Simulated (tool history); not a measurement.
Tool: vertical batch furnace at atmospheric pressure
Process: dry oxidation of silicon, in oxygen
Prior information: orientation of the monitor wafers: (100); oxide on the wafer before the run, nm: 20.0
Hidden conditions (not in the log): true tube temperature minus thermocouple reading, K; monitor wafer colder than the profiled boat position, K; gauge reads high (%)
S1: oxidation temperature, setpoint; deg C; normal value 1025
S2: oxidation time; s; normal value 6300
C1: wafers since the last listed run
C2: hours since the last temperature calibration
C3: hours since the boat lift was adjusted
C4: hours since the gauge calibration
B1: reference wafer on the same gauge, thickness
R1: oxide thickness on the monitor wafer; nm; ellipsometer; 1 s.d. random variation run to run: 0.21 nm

run     day    S1    S2   C1      C2      C3     C4     B1      R1
  1   0.000  1018  6300    0  3060.6  2755.6   50.7  72.47   84.69
  2   0.771  1018  6300  185  3079.1  2774.1   69.2  72.51   84.80
  3   1.458  1018  6300  165  3095.6  2790.6   85.7  72.50   84.63
  4   2.954  1025  6300  360  3131.5  2826.5  121.6  72.51   89.78
  5   3.888  1025  6300  225  3153.9  2848.9  144.0  72.53   89.86
  6   5.112  1025  6300  295  3183.3  2878.3  173.4  72.57   89.94
  7   6.192  1025  6300  260  3209.2  2904.2  199.3  72.42   89.96
  8   6.746  1019  8640  133  3222.5  2917.5  212.6  72.51  104.39
  9   7.921  1019  8640  283  3250.7  2945.7  240.8  72.48  103.81
 10   8.679  1019  8640  182  3268.9  2963.9  259.0  72.38  104.29
 11   9.396  1025  6300  172  3286.1  2981.1  276.2  72.47   89.74
 12   9.954  1025  6300  134  3299.5  2994.5  289.6  72.56   89.94
 13  10.675  1025  6300  173  3316.8  3011.8  306.9  72.43   89.74
 14  11.575  1025  6300  217  3338.4  3033.4  328.5  72.51   89.66
     13.033  -- thermocouples replaced and temperature profile calibrated
 15  13.054  1036  4230  115     0.5  3068.9  364.0  72.52   77.09
 16  15.425  1025  6300  571    57.4  3125.8  420.9  72.54   89.60
 17  16.175  1009  4140  180    75.4  3143.8  438.9  72.52   60.97
 18  16.758  1046  9390  140    89.4  3157.8  452.9  72.53  135.05
 19  17.292  1036  9300  128   102.2  3170.6  465.7  72.41  124.79
 20  18.317  1025  6300  247   126.8  3195.2  490.3  72.51   89.79
     19.729  -- boat lift adjusted
 21  19.750  1002  7140  104   161.2     0.5  524.7  72.49   79.80
 22  20.388  1016  5400  153   176.5    15.8  540.0  72.42   76.02
 23  21.421  1025  3930  249   201.3    40.6  564.8  72.54   67.42
 24  22.062  1017  6300  154   216.7    56.0  580.2  72.49   84.13
 25  22.896  1025  6300  200   236.7    76.0  600.2  72.50   89.61
     23.667  -- gauge calibrated
 26  24.354  1025  5100  351   271.7   111.0   16.5  72.53   78.46
 27  25.467  1038  6300  268   298.4   137.7   43.2  72.47   99.47
 28  26.267  1007  6300  192   317.6   156.9   62.4  72.51   77.21
 29  27.071  1034  9090  193   336.9   176.2   81.7  72.52  121.49
 30  27.779  1037  3330  170   353.9   193.2   98.7  72.57   67.81
 31  29.058  1025  6300  308   384.6   223.9  129.4  72.58   89.42
 32  30.442  1019  8640  333   417.8   257.1  162.6  72.49  104.11

3 ways to go on from here, each from the tool as it stands after run 32. What would each give?
  A  30.704  1025  3600  63  424.1  263.4  168.9   ?   ?
  B  30.704  1015  8790  63  424.1  263.4  168.9   ?   ?
  C  30.704  1010  4080  63  424.1  263.4  168.9   ?   ?

run     B1      R1
  A  72.51   64.15
  B  72.51  101.79
  C  72.51   61.04
With the hidden condition removed and each run's random variation left untouched, the same runs would have given:
run      R1
  A   64.15
  B  101.79
  C   61.04
